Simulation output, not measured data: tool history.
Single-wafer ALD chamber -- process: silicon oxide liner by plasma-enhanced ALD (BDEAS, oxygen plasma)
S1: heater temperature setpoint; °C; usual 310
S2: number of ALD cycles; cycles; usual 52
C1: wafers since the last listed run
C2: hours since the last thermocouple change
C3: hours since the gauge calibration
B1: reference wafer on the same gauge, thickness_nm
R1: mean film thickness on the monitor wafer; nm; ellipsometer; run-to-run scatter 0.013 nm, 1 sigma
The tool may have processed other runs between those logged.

{"run": 1, "hour": 0.0, "S1": 306, "S2": 52, "C1": 0, "C2": 2229.3, "C3": 404.1, "B1": 5.227, "R1": 5.064}
{"run": 2, "hour": 19.0, "S1": 310, "S2": 48, "C1": 177, "C2": 2248.3, "C3": 423.1, "B1": 5.231, "R1": 4.642}
{"run": 3, "hour": 51.6, "S1": 310, "S2": 48, "C1": 305, "C2": 2280.9, "C3": 455.7, "B1": 5.228, "R1": 4.633}
{"run": 4, "hour": 69.5, "S1": 303, "S2": 52, "C1": 167, "C2": 2298.8, "C3": 473.6, "B1": 5.23, "R1": 5.066}
{"run": 5, "hour": 87.7, "S1": 303, "S2": 52, "C1": 170, "C2": 2317, "C3": 491.8, "B1": 5.229, "R1": 5.073}
{"run": 6, "hour": 113.0, "S1": 303, "S2": 52, "C1": 236, "C2": 2342.3, "C3": 517.1, "B1": 5.23, "R1": 5.052}
{"run": 7, "hour": 138.4, "S1": 310, "S2": 52, "C1": 237, "C2": 2367.7, "C3": 542.5, "B1": 5.231, "R1": 5.018}
{"run": 8, "hour": 173.3, "S1": 310, "S2": 52, "C1": 326, "C2": 2402.6, "C3": 577.4, "B1": 5.231, "R1": 5.016}
{"run": 9, "hour": 197.2, "S1": 310, "S2": 52, "C1": 223, "C2": 2426.5, "C3": 601.3, "B1": 5.229, "R1": 5.004}
{"run": 10, "hour": 230.3, "S1": 310, "S2": 52, "C1": 309, "C2": 2459.6, "C3": 634.4, "B1": 5.229, "R1": 5.022}
{"run": 11, "hour": 263.7, "S1": 310, "S2": 52, "C1": 312, "C2": 2493, "C3": 667.8, "B1": 5.235, "R1": 5.023}
{"run": 12, "hour": 328.3, "S1": 310, "S2": 52, "C1": 604, "C2": 2557.6, "C3": 732.4, "B1": 5.23, "R1": 5.03}
{"run": 13, "hour": 348.7, "S1": 310, "S2": 52, "C1": 190, "C2": 2578, "C3": 752.8, "B1": 5.226, "R1": 5.005}
{"run": 14, "hour": 375.0, "S1": 310, "S2": 52, "C1": 246, "C2": 2604.3, "C3": 779.1, "B1": 5.232, "R1": 5.023}
{"hour": 404.7, "done": "thermocouple changed; heater temperature recalibrated"}
{"run": 15, "hour": 410.5, "S1": 310, "S2": 52, "C1": 257, "C2": 5.8, "C3": 814.6, "B1": 5.234, "R1": 5.011}
{"run": 16, "hour": 432.1, "S1": 320, "S2": 46, "C1": 202, "C2": 27.4, "C3": 836.2, "B1": 5.231, "R1": 4.371}
{"run": 17, "hour": 461.2, "S1": 320, "S2": 46, "C1": 272, "C2": 56.5, "C3": 865.3, "B1": 5.23, "R1": 4.371}
{"run": 18, "hour": 476.5, "S1": 310, "S2": 52, "C1": 143, "C2": 71.8, "C3": 880.6, "B1": 5.23, "R1": 5.007}
{"run": 19, "hour": 512.5, "S1": 310, "S2": 52, "C1": 337, "C2": 107.8, "C3": 916.6, "B1": 5.231, "R1": 5.004}
{"run": 20, "hour": 612.8, "S1": 304, "S2": 49, "C1": 939, "C2": 208.1, "C3": 1016.9, "B1": 5.23, "R1": 4.778}
{"run": 21, "hour": 646.6, "S1": 304, "S2": 49, "C1": 316, "C2": 241.9, "C3": 1050.7, "B1": 5.235, "R1": 4.772}
{"run": 22, "hour": 658.7, "S1": 310, "S2": 52, "C1": 113, "C2": 254, "C3": 1062.8, "B1": 5.233, "R1": 5.018}
{"run": 23, "hour": 738.1, "S1": 299, "S2": 60, "C1": 743, "C2": 333.4, "C3": 1142.2, "B1": 5.227, "R1": 5.841}
{"run": 24, "hour": 756.5, "S1": 310, "S2": 44, "C1": 172, "C2": 351.8, "C3": 1160.6, "B1": 5.23, "R1": 4.242}
{"run": 25, "hour": 784.5, "S1": 303, "S2": 61, "C1": 262, "C2": 379.8, "C3": 1188.6, "B1": 5.232, "R1": 5.934}
{"run": 26, "hour": 800.2, "S1": 310, "S2": 46, "C1": 146, "C2": 395.5, "C3": 1204.3, "B1": 5.228, "R1": 4.443}
{"run": 27, "hour": 814.6, "S1": 310, "S2": 52, "C1": 134, "C2": 409.9, "C3": 1218.7, "B1": 5.228, "R1": 5.013}
{"run": 28, "hour": 846.6, "S1": 320, "S2": 47, "C1": 299, "C2": 441.9, "C3": 1250.7, "B1": 5.231, "R1": 4.469}
{"run": 29, "hour": 875.0, "S1": 300, "S2": 45, "C1": 265, "C2": 470.3, "C3": 1279.1, "B1": 5.23, "R1": 4.41}
{"run": 30, "hour": 892.2, "S1": 322, "S2": 62, "C1": 161, "C2": 487.5, "C3": 1296.3, "B1": 5.227, "R1": 5.891}
{"hour": 900.4, "done": "gauge calibrated"}
{"run": 31, "hour": 909.2, "S1": 320, "S2": 46, "C1": 159, "C2": 504.5, "C3": 8.8, "B1": 5.23, "R1": 4.383}
{"run": 32, "hour": 944.7, "S1": 310, "S2": 56, "C1": 332, "C2": 540, "C3": 44.3, "B1": 5.23, "R1": 5.422}
{"run": 33, "hour": 962.6, "S1": 324, "S2": 42, "C1": 167, "C2": 557.9, "C3": 62.2, "B1": 5.23, "R1": 4.007}
{"run": 34, "hour": 991.0, "S1": 310, "S2": 56, "C1": 265, "C2": 586.3, "C3": 90.6, "B1": 5.232, "R1": 5.428}
{"run": 35, "hour": 1009.3, "S1": 323, "S2": 43, "C1": 171, "C2": 604.6, "C3": 108.9, "B1": 5.231, "R1": 4.109}
{"run": 36, "hour": 1040.8, "S1": 310, "S2": 45, "C1": 294, "C2": 636.1, "C3": 140.4, "B1": 5.228, "R1": 4.345}
{"run": 37, "hour": 1075.3, "S1": 303, "S2": 52, "C1": 322, "C2": 670.6, "C3": 174.9, "B1": 5.232, "R1": 5.076}
{"run": 38, "hour": 1092.5, "S1": 323, "S2": 42, "C1": 161, "C2": 687.8, "C3": 192.1, "B1": 5.23, "R1": 4.009}
{"run": 39, "hour": 1119.3, "S1": 303, "S2": 44, "C1": 250, "C2": 714.6, "C3": 218.9, "B1": 5.229, "R1": 4.297}
{"run": 40, "hour": 1151.9, "S1": 325, "S2": 55, "C1": 305, "C2": 747.2, "C3": 251.5, "B1": 5.226, "R1": 5.234}
{"run": 41, "hour": 1165.5, "S1": 304, "S2": 46, "C1": 127, "C2": 760.8, "C3": 265.1, "B1": 5.23, "R1": 4.469}
{"run": 42, "hour": 1190.3, "S1": 316, "S2": 58, "C1": 232, "C2": 785.6, "C3": 289.9, "B1": 5.232, "R1": 5.563}

What was the tool's hidden state at every run in the log?
wafer temperature above the value expected at the setpoint (K): 0 on each run
gauge reads high (%): 0 on each run

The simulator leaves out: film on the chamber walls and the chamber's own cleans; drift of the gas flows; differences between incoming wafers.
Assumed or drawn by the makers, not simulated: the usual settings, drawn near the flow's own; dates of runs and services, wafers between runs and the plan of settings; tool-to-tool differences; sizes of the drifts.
